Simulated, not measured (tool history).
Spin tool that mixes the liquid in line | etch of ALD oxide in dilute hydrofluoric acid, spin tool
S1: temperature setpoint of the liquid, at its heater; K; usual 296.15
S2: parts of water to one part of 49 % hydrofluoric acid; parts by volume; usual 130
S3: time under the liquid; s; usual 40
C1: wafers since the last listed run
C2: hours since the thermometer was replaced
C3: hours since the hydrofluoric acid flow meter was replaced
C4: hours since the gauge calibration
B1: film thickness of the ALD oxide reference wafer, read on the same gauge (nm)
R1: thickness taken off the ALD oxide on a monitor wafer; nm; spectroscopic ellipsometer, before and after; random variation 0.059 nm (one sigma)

| run | day | S1 | S2 | S3 | C1 | C2 | C3 | C4 | B1 | R1 |
|---|---|---|---|---|---|---|---|---|---|---|
| 1 | 0 | 296.15 | 130 | 40 | 0 | 1316.7 | 188.9 | 556.9 | 100.03 | 9.26 |
| 2 | 2.946 | 296.15 | 130 | 40 | 629 | 1387.4 | 259.6 | 627.6 | 100.01 | 9.3 |
| 3 | 12.246 | 296.15 | 130 | 40 | 1986 | 1610.6 | 482.8 | 850.8 | 99.98 | 9.23 |
|  | 17.729 | hydrofluoric acid flow meter replaced |
| 4 | 19.883 | 296.15 | 130 | 40 | 1622 | 1793.9 | 51.7 | 1034.1 | 99.99 | 9.18 |
| 5 | 21.429 | 296.15 | 130 | 40 | 330 | 1831 | 88.8 | 1071.2 | 99.99 | 9.22 |
| 6 | 23.062 | 296.15 | 130 | 40 | 348 | 1870.2 | 128 | 1110.4 | 99.98 | 9.17 |
| 7 | 27.125 | 296.15 | 130 | 40 | 867 | 1967.7 | 225.5 | 1207.9 | 99.99 | 9.14 |
| 8 | 29.683 | 296.15 | 130 | 40 | 546 | 2029.1 | 286.9 | 1269.3 | 99.99 | 9.15 |
| 9 | 32.858 | 296.15 | 130 | 40 | 678 | 2105.3 | 363.1 | 1345.5 | 100.02 | 9.21 |
| 10 | 36.225 | 296.15 | 130 | 40 | 719 | 2186.1 | 443.9 | 1426.3 | 100.03 | 9.14 |
| 11 | 37.729 | 296.15 | 130 | 40 | 321 | 2222.2 | 480 | 1462.4 | 99.99 | 9.15 |
| 12 | 42.146 | 296.15 | 130 | 40 | 943 | 2328.2 | 586 | 1568.4 | 100 | 9.12 |
|  | 46.079 | hydrofluoric acid flow meter replaced |
| 13 | 46.1 | 296.15 | 130 | 40 | 835 | 2423.1 | 0.5 | 1663.3 | 99.99 | 9.05 |
| 14 | 47.875 | 296.15 | 130 | 40 | 379 | 2465.7 | 43.1 | 1705.9 | 100 | 9.13 |
| 15 | 51.288 | 294.15 | 190 | 55 | 728 | 2547.6 | 125 | 1787.8 | 100 | 7.39 |
| 16 | 54.908 | 296.15 | 130 | 40 | 773 | 2634.5 | 211.9 | 1874.7 | 100.01 | 9.07 |
|  | 64.704 | thermometer replaced |
| 17 | 68.375 | 296.15 | 65 | 15 | 2867 | 88.1 | 535.1 | 2197.9 | 100.03 | 7.62 |
|  | 70.325 | hydrofluoric acid flow meter replaced |
| 18 | 72.162 | 291.65 | 155 | 30 | 800 | 179 | 44.1 | 2288.8 | 100.02 | 4.78 |
| 19 | 76.654 | 300.65 | 130 | 40 | 959 | 286.8 | 151.9 | 2396.6 | 100.01 | 11.14 |
| 20 | 78.871 | 296.15 | 130 | 40 | 473 | 340 | 205.1 | 2449.8 | 100 | 9.43 |
| 21 | 80.954 | 296.15 | 130 | 50 | 444 | 390 | 255.1 | 2499.8 | 100.01 | 11.77 |
| 22 | 85.338 | 296.15 | 180 | 15 | 936 | 495.2 | 360.3 | 2605 | 100 | 2.37 |
| 23 | 88.35 | 296.15 | 130 | 40 | 643 | 567.5 | 432.6 | 2677.3 | 100.01 | 9.33 |
| 24 | 91.925 | 296.15 | 130 | 40 | 763 | 653.3 | 518.4 | 2763.1 | 100 | 9.31 |
| 25 | 94.921 | 296.15 | 130 | 40 | 639 | 725.2 | 590.3 | 2835 | 100.02 | 9.3 |
|  | 97.979 | gauge calibrated |
| 26 | 98.788 | 299.65 | 95 | 55 | 825 | 818 | 683.1 | 19.4 | 100.01 | 20.94 |
|  | 99.15 | hydrofluoric acid flow meter replaced |
| 27 | 101.375 | 298.15 | 110 | 50 | 543 | 880.1 | 53.4 | 81.5 | 100 | 15.21 |
| 28 | 104.442 | 296.15 | 130 | 40 | 655 | 953.7 | 127 | 155.1 | 100 | 9.2 |
| 29 | 110.392 | 296.15 | 130 | 40 | 1270 | 1096.5 | 269.8 | 297.9 | 100 | 9.15 |
| 30 | 113.975 | 299.15 | 100 | 60 | 765 | 1182.5 | 355.8 | 383.9 | 99.99 | 20.99 |
| 31 | 117.812 | 299.15 | 130 | 50 | 819 | 1274.6 | 447.9 | 476 | 100.02 | 12.91 |
| 32 | 120.892 | 300.15 | 100 | 20 | 657 | 1348.5 | 521.8 | 549.9 | 100.02 | 7.18 |
| 33 | 123.879 | 297.65 | 150 | 40 | 638 | 1420.2 | 593.5 | 621.6 | 99.99 | 8.22 |
|  | 124.992 | hydrofluoric acid flow meter replaced |
| 34 | 128.183 | 300.15 | 165 | 30 | 910 | 1523.5 | 76.6 | 724.9 | 99.99 | 6.02 |

Forecast each of these 4 alternatives for the next run:
| A | 128.2 | 296.15 | 105 | 40 | 3 | 1523.9 | 77 | 725.3 | ? | ? |
| B | 128.2 | 291.15 | 130 | 40 | 3 | 1523.9 | 77 | 725.3 | ? | ? |
| C | 128.2 | 291.65 | 130 | 40 | 3 | 1523.9 | 77 | 725.3 | ? | ? |
| D | 128.2 | 293.65 | 105 | 25 | 3 | 1523.9 | 77 | 725.3 | ? | ? |

| run | B1 | R1 |
|---|---|---|
| A | 100.01 | 11.64 |
| B | 100.01 | 7.46 |
| C | 100.01 | 7.61 |
| D | 100.01 | 6.57 |
Without the tool's hidden state the same runs would have given:
| run | R1 |
|---|---|
| A | 12.17 |
| B | 7.81 |
| C | 7.97 |
| D | 6.88 |

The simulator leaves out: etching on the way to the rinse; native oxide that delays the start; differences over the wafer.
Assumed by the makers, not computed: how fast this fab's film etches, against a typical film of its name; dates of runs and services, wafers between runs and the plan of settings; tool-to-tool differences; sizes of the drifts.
